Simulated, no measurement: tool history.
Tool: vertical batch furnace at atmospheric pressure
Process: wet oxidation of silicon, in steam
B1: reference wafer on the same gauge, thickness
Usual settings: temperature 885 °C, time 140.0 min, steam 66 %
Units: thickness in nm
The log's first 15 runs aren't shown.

Run 16, hour 325.6: usual settings; B1 217.70. Result: thickness 253.25 nm.
Run 17, hour 342.5: usual settings; B1 218.23. Result: thickness 252.61 nm.
At hour 378.1: steam generator serviced.
Run 18, hour 378.6: usual settings; B1 217.74. Result: thickness 272.26 nm.
Run 19, hour 384.7: usual settings; B1 217.89. Result: thickness 270.82 nm.
Run 20, hour 390.9: usual settings but temperature 869 °C, time 89.0 min, steam 56 %; B1 218.05. Result: thickness 133.44 nm.
Run 21, hour 406.2: usual settings; B1 218.00. Result: thickness 271.77 nm.
At hour 464.6: thermocouples replaced and temperature profile calibrated.
Run 22, hour 465.1: usual settings but steam 57 %; B1 218.16. Result: thickness 234.22 nm.
Run 23, hour 471.2: usual settings; B1 218.05. Result: thickness 262.62 nm.
Run 24, hour 477.4: usual settings but temperature 908 °C, time 122.0 min, steam 75 %; B1 218.17. Result: thickness 329.27 nm.
Run 25, hour 483.6: usual settings but temperature 899 °C, time 80.5 min, steam 55 %; B1 217.69. Result: thickness 171.70 nm.
Run 26, hour 503.6: usual settings; B1 217.69. Result: thickness 260.97 nm.
At hour 504.7: gauge calibrated.
Run 27, hour 513.7: usual settings but temperature 897 °C, steam 78 %; B1 217.77. Result: thickness 338.79 nm.
Run 28, hour 534.3: usual settings; B1 217.98. Result: thickness 261.47 nm.
Run 29, hour 553.9: usual settings but temperature 907 °C, time 107.0 min, steam 58 %; B1 217.94. Result: thickness 244.23 nm.
Run 30, hour 578.6: usual settings but time 173.5 min, steam 70 %; B1 218.10. Result: thickness 322.11 nm.
Run 31, hour 594.5: usual settings but steam 55 %; B1 217.80. Result: thickness 224.62 nm.
Run 32, hour 611.2: usual settings; B1 218.15. Result: thickness 259.36 nm.
Run 33, hour 633.8: usual settings but temperature 903 °C, time 71.5 min, steam 56 %; B1 217.71. Result: thickness 164.62 nm.
Run 34, hour 655.5: usual settings but temperature 876 °C, time 108.5 min, steam 57 %; B1 217.65. Result: thickness 166.89 nm.
Run 35, hour 678.2: usual settings but temperature 869 °C, time 100.5 min, steam 70 %; B1 218.04. Result: thickness 169.01 nm.
Run 36, hour 690.6: usual settings but temperature 861 °C, steam 61 %; B1 217.82. Result: thickness 177.15 nm.
Run 37, hour 703.3: usual settings; B1 217.95. Result: thickness 257.25 nm.

Forecast each of these 5 alternatives for the next run:
Run A, hour 709.5: usual settings; B1 ?. Result: thickness ?.
Run B, hour 709.5: usual settings but temperature 907 °C, time 113.5 min; B1 ?. Result: thickness ?.
Run C, hour 709.5: usual settings but time 165.0 min, steam 71 %; B1 ?. Result: thickness ?.
Run D, hour 709.5: usual settings but time 182.0 min; B1 ?. Result: thickness ?.
Run E, hour 709.5: usual settings but temperature 868 °C, time 176.0 min, steam 61 %; B1 ?. Result: thickness ?.

run      B1  thickness
  A  218.03     259.01
  B  218.03     279.87
  C  218.03     311.44
  D  218.03     317.47
  E  218.03     236.82
Without the tool's hidden state the same runs would have given:
run  thickness
  A     261.95
  B     283.25
  C     314.97
  D     321.07
  E     239.46

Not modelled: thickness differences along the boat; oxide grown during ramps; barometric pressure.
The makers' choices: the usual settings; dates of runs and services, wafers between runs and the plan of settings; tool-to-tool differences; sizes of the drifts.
